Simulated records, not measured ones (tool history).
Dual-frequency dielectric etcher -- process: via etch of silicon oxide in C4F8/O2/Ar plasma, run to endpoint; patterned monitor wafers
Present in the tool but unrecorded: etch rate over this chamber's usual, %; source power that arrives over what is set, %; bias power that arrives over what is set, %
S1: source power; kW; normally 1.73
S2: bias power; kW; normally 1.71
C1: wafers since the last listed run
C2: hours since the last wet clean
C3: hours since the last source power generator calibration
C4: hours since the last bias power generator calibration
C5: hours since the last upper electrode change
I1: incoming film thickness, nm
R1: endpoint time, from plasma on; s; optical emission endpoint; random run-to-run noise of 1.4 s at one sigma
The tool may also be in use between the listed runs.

run	hour	S1	S2	C1	C2	C3	C4	C5	I1	R1
1	0	1.73	1.71	0	203.9	3973.9	4724	1722.5	920	192.1
2	95.2	1.73	1.71	382	299.1	4069.1	4819.2	1817.7	926.9	194.3
3	162.4	1.6	2.002	269	366.3	4136.3	4886.4	1884.9	917.4	192.4
4	218.3	1.6	2.002	224	422.2	4192.2	4942.3	1940.8	921.2	192.5
# hour 401.3: bias power generator calibrated
5	410.2	1.6	2.002	754	614.1	4384.1	8.9	2132.7	927	195.1
6	468.3	1.73	1.71	233	672.2	4442.2	67	2190.8	928.7	201.5
# hour 515.1: wet clean of the chamber
# hour 522.4: source power generator calibrated
7	524.6	1.73	1.71	113	9.5	2.2	123.3	2247.1	928.7	192
8	614.3	1.73	1.71	360	99.2	91.9	213	2336.8	917.4	194.4
9	670.6	1.73	1.71	226	155.5	148.2	269.3	2393.1	918.7	193.8
10	988	1.73	1.921	1274	472.9	465.6	586.7	2710.5	923.2	195.7
11	1054.3	1.73	1.921	266	539.2	531.9	653	2776.8	917.3	191.1
12	1118.5	1.87	1.71	257	603.4	596.1	717.2	2841	927.3	197.5
13	1198.5	1.87	1.71	321	683.4	676.1	797.2	2921	920.2	198.9
14	1260.9	2	1.364	250	745.8	738.5	859.6	2983.4	911.7	206.4
# hour 1302.8: wet clean of the chamber
15	1346.7	1.31	1.596	248	43.9	824.3	945.4	3069.2	923.7	217.9
16	1399	1.36	1.293	210	96.2	876.6	997.7	3121.5	923.4	232
17	1435.6	1.85	1.339	147	132.8	913.2	1034.3	3158.1	924.8	202.7
18	1495.7	2.13	1.427	241	192.9	973.3	1094.4	3218.2	926.6	187.1
19	1552.9	1.73	1.71	229	250.1	1030.5	1151.6	3275.4	922.9	196.4
# hour 1589.3: upper electrode replaced
20	1636.7	1.38	1.49	240	333.9	1114.3	1235.4	47.4	909.4	222.7
21	1710.1	1.53	1.965	294	407.3	1187.7	1308.8	120.8	919.3	197.2
22	1770.7	2.1	2.087	243	467.9	1248.3	1369.4	181.4	918.8	173.6
23	1831	1.73	1.71	242	528.2	1308.6	1429.7	241.7	921.5	197.3
24	1878.4	1.73	1.71	190	575.6	1356	1477.1	289.1	918.9	200.1
25	1946.5	1.55	1.458	273	643.7	1424.1	1545.2	357.2	910	215.6
26	1998.9	1.6	1.885	210	696.1	1476.5	1597.6	409.6	917.6	198.9
# hour 2063.3: wet clean of the chamber
27	2090.2	2.02	1.511	270	26.9	1567.8	1688.9	500.9	923.4	186.9
28	2142.1	1.73	1.71	208	78.8	1619.7	1740.8	552.8	921.1	192
29	2198.9	1.52	2.004	228	135.6	1676.5	1797.6	609.6	926.4	195
30	2259.1	1.73	1.71	241	195.8	1736.7	1857.8	669.8	927.1	195.6
31	2311.5	1.91	1.385	210	248.2	1789.1	1910.2	722.2	916.6	195.5
32	2369.5	2.13	1.899	232	306.2	1847.1	1968.2	780.2	918.3	172.8
33	2461.1	1.31	1.596	367	397.8	1938.7	2059.8	871.8	921.3	222
34	2539.8	1.44	1.423	316	476.5	2017.4	2138.5	950.5	910.9	222.9
35	2640.6	1.49	1.467	404	577.3	2118.2	2239.3	1051.3	929.2	223.9

Some steps in R1 between neighbouring runs. How much of each would the tool show without its hidden state too (settings, what came in, random variation), and how much is left for the hidden state, with any gauge scatter that isn't in both results?
Run 6 -> 7: wet clean of the chamber, source power generator calibrated. R1 -9.5 s: hidden state -7.6, all else -1.9.
Run 14 -> 15: S1 2 -> 1.31, S2 1.364 -> 1.596, wet clean of the chamber. R1 +11.5 s: hidden state -13.5, all else +25.
Run 16 -> 17: S1 1.36 -> 1.85, S2 1.293 -> 1.339. R1 -29.3 s: hidden state +0.5, all else -29.8.
Run 19 -> 20: S1 1.73 -> 1.38, S2 1.71 -> 1.49, upper electrode replaced. R1 +26.3 s: hidden state +1.8, all else +24.5.
Run 26 -> 27: S1 1.6 -> 2.02, S2 1.885 -> 1.511, wet clean of the chamber. R1 -12 s: hidden state -10.5, all else -1.5.
Run 32 -> 33: S1 2.13 -> 1.31, S2 1.899 -> 1.596. R1 +49.2 s: hidden state +2.5, all else +46.7.
